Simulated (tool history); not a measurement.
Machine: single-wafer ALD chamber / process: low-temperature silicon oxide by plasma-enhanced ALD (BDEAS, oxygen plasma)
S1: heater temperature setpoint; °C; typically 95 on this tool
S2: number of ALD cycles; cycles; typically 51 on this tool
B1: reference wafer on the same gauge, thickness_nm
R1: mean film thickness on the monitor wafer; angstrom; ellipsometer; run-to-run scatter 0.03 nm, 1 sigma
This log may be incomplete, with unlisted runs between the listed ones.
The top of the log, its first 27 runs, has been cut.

{"run": 28, "hour": 1377.4, "S1": 95, "S2": 51, "B1": 7.282, "R1": 82.26}
{"run": 29, "hour": 1402.5, "S1": 99, "S2": 56, "B1": 7.282, "R1": 88.21}
{"run": 30, "hour": 1446.1, "S1": 86, "S2": 56, "B1": 7.273, "R1": 91.9}
{"run": 31, "hour": 1508.6, "S1": 102, "S2": 58, "B1": 7.283, "R1": 91.64}
{"run": 32, "hour": 1538.3, "S1": 89, "S2": 61, "B1": 7.276, "R1": 99.19}
{"run": 33, "hour": 1598.2, "S1": 86, "S2": 45, "B1": 7.279, "R1": 74.42}
{"run": 34, "hour": 1667.9, "S1": 82, "S2": 43, "B1": 7.276, "R1": 71.7}
{"run": 35, "hour": 1732.3, "S1": 85, "S2": 60, "B1": 7.281, "R1": 99.08}
{"run": 36, "hour": 1903.0, "S1": 108, "S2": 46, "B1": 7.282, "R1": 71.45}

Below are 3 alternative next runs, each starting from the tool's condition after run 36. Predict each:
{"run": "A", "hour": 1903.5, "S1": 95, "S2": 51, "B1": "?", "R1": "?"}
{"run": "B", "hour": 1903.5, "S1": 105, "S2": 48, "B1": "?", "R1": "?"}
{"run": "C", "hour": 1903.5, "S1": 95, "S2": 59, "B1": "?", "R1": "?"}

run=A B1=7.282 R1=81.22
run=B B1=7.282 R1=74.6
run=C B1=7.282 R1=93.97
With no hidden state in the tool, these same runs would have given:
run=A R1=81.47
run=B R1=74.72
run=C R1=94.24
